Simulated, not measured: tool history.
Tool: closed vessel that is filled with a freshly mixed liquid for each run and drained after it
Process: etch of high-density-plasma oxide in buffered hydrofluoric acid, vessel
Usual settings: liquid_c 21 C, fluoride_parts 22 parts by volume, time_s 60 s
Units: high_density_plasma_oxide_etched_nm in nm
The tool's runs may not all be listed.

| run | hour | liquid_c | fluoride_parts | time_s | wafers since the last listed run | hours since the thermometer was replaced | hours since the hydrofluoric acid flow meter was replaced | hours since the gauge calibration | read-back film thickness of the high-density-plasma oxide reference wafer, read on the same gauge (nm) | high_density_plasma_oxide_etched_nm |
|---|---|---|---|---|---|---|---|---|---|---|
| 1 | 0 | 22 | 22 | 75 | 0 | 1932.5 | 306.3 | 308.6 | 109.98 | 90.94 |
| 2 | 130.9 | 18 | 22 | 60 | 14642 | 2063.4 | 437.2 | 439.5 | 109.96 | 58.8 |
| 3 | 204.8 | 18 | 22 | 60 | 8266 | 2137.3 | 511.1 | 513.4 | 110.02 | 58.63 |
| 4 | 304.6 | 18.5 | 22 | 60 | 11163 | 2237.1 | 610.9 | 613.2 | 109.93 | 59.98 |
| 5 | 384.3 | 18.5 | 22 | 60 | 8915 | 2316.8 | 690.6 | 692.9 | 109.99 | 60.47 |
| 6 | 488.8 | 18.5 | 22 | 60 | 11689 | 2421.3 | 795.1 | 797.4 | 110.01 | 60.47 |
| 7 | 557.6 | 21 | 24.5 | 60 | 7695 | 2490.1 | 863.9 | 866.2 | 110.01 | 65.09 |
|  | 596.6 | thermometer replaced |
| 8 | 631.6 | 17 | 22 | 60 | 8165 | 35 | 937.9 | 940.2 | 110.04 | 56.35 |
|  | 634.1 | gauge calibrated |
| 9 | 698.2 | 18 | 22 | 60 | 7449 | 101.6 | 1004.5 | 64.1 | 110.05 | 59 |
| 10 | 757.2 | 21 | 25 | 60 | 6599 | 160.6 | 1063.5 | 123.1 | 109.99 | 64.42 |
|  | 826.9 | hydrofluoric acid flow meter replaced |
| 11 | 827.4 | 21 | 14.5 | 60 | 7740 | 230.8 | 0.5 | 193.3 | 109.99 | 100.76 |
| 12 | 891.9 | 21 | 18.5 | 35 | 7214 | 295.3 | 65 | 257.8 | 109.96 | 46.29 |
| 13 | 983 | 21 | 22 | 60 | 10190 | 386.4 | 156.1 | 348.9 | 110 | 68.85 |
| 14 | 1300.6 | 21 | 16 | 60 | 35526 | 704 | 473.7 | 666.5 | 110.02 | 93.21 |
| 15 | 1375.4 | 22 | 22 | 75 | 8367 | 778.8 | 548.5 | 741.3 | 110 | 91.6 |

Hidden state at the last listed run before each entry between runs and at the first one after, where it differs:
Between runs 7 and 8: thermometer replaced (hour 596.6)
  hydrofluoric acid flow above the setpoint (%): 3.31 -> 3.59
  measured less the result without the state, high_density_plasma_oxide_etched_nm: +1.45 -> +1.36 nm
Between runs 8 and 9: gauge calibrated (hour 634.1)
  hydrofluoric acid flow above the setpoint (%): 3.59 -> 3.83
  measured less the result without the state, high_density_plasma_oxide_etched_nm: +1.36 -> +1.52 nm
Between runs 10 and 11: hydrofluoric acid flow meter replaced (hour 826.9)
  hydrofluoric acid flow above the setpoint (%): 4.05 -> 0.426
  measured less the result without the state, high_density_plasma_oxide_etched_nm: +1.74 -> +0.42 nm
